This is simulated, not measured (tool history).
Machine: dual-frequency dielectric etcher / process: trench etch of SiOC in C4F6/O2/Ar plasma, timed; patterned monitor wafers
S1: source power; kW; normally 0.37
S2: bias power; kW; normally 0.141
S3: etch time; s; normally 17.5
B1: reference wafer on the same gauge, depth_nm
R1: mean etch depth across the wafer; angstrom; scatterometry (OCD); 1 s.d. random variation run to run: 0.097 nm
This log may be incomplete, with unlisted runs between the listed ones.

Run 1, hour 0: usual settings; B1 35.04. Result: R1 346.5 angstrom.
Run 2, hour 29.6: usual settings; B1 35.08. Result: R1 345.8 angstrom.
Run 3, hour 59.8: usual settings; B1 35.1. Result: R1 344.9 angstrom.
Run 4, hour 92.5: usual settings; B1 34.99. Result: R1 344.6 angstrom.
Run 5, hour 107.2: usual settings but S1 0.4 kW, S2 0.114 kW; B1 34.98. Result: R1 337.4 angstrom.
Run 6, hour 134.1: usual settings but S1 0.4 kW, S2 0.114 kW; B1 34.95. Result: R1 334.6 angstrom.
Run 7, hour 148.6: usual settings but S1 0.4 kW, S2 0.114 kW; B1 34.99. Result: R1 334.1 angstrom.
Run 8, hour 169.8: usual settings but S2 0.164 kW; B1 34.93. Result: R1 359 angstrom.
Run 9, hour 185.4: usual settings but S2 0.164 kW; B1 34.87. Result: R1 359.3 angstrom.
At hour 221.3: source power generator calibrated.
Run 10, hour 221.8: usual settings; B1 34.82. Result: R1 343.5 angstrom.
Run 11, hour 245.9: usual settings; B1 34.74. Result: R1 341.2 angstrom.
At hour 276.2: upper electrode replaced.
Run 12, hour 276.7: usual settings; B1 34.74. Result: R1 341.8 angstrom.
Run 13, hour 312.7: usual settings; B1 34.66. Result: R1 342.8 angstrom.
Run 14, hour 336.8: usual settings but S1 0.4 kW, S2 0.156 kW; B1 34.58. Result: R1 361.4 angstrom.
Run 15, hour 353.5: usual settings but S1 0.31 kW, S2 0.152 kW, S3 19.5 s; B1 34.55. Result: R1 362.5 angstrom.
At hour 392: wet clean of the chamber.
Run 16, hour 395: usual settings but S1 0.34 kW, S2 0.17 kW; B1 34.43. Result: R1 348 angstrom.
At hour 409: gauge calibrated.
Run 17, hour 418.7: usual settings; B1 35.21. Result: R1 348 angstrom.
Run 18, hour 432: usual settings but S1 0.29 kW; B1 35.13. Result: R1 319.5 angstrom.
At hour 448.2: bias power generator calibrated.
Run 19, hour 448.7: usual settings but S1 0.34 kW, S2 0.115 kW, S3 19 s; B1 35.22. Result: R1 343.8 angstrom.
Run 20, hour 475.1: usual settings; B1 35.2. Result: R1 348.3 angstrom.
Run 21, hour 488.8: usual settings but S2 0.109 kW; B1 35.15. Result: R1 322.2 angstrom.
Run 22, hour 511.5: usual settings but S1 0.29 kW, S2 0.176 kW, S3 19.5 s; B1 35.18. Result: R1 375.9 angstrom.
Run 23, hour 540.2: usual settings; B1 35.17. Result: R1 346.4 angstrom.
Run 24, hour 563.4: usual settings but S1 0.29 kW, S2 0.173 kW, S3 13 s; B1 35.16. Result: R1 252 angstrom.
Run 25, hour 589.4: usual settings; B1 35.16. Result: R1 347.3 angstrom.
Run 26, hour 615.7: usual settings but S1 0.32 kW, S3 20.5 s; B1 35.13. Result: R1 386 angstrom.
Run 27, hour 629.3: usual settings but S2 0.116 kW, S3 15 s; B1 35.07. Result: R1 281.6 angstrom.

Each row is a separate what-if for the run after 27, all from the same tool condition, not one after another. Results?
Run A, hour 629.7: usual settings but S1 0.39 kW; B1 ?. Result: R1 ?.
Run B, hour 629.7: usual settings but S2 0.154 kW; B1 ?. Result: R1 ?.
Run C, hour 629.7: usual settings but S2 0.155 kW, S3 22.5 s; B1 ?. Result: R1 ?.
Run D, hour 629.7: usual settings but S1 0.34 kW, S2 0.15 kW, S3 19 s; B1 ?. Result: R1 ?.
Run E, hour 629.7: usual settings but S1 0.45 kW, S2 0.128 kW, S3 22.5 s; B1 ?. Result: R1 ?.

run    B1     R1
  A  35.1  353.2
  B  35.1  355.2
  C  35.1  457.5
  D  35.1  371.1
  E  35.1  466.6
Take away the tool's hidden state, keep each run's random variation, and the runs would have read:
run     R1
  A  354.3
  B  356.2
  C  458.9
  D  372.2
  E    468
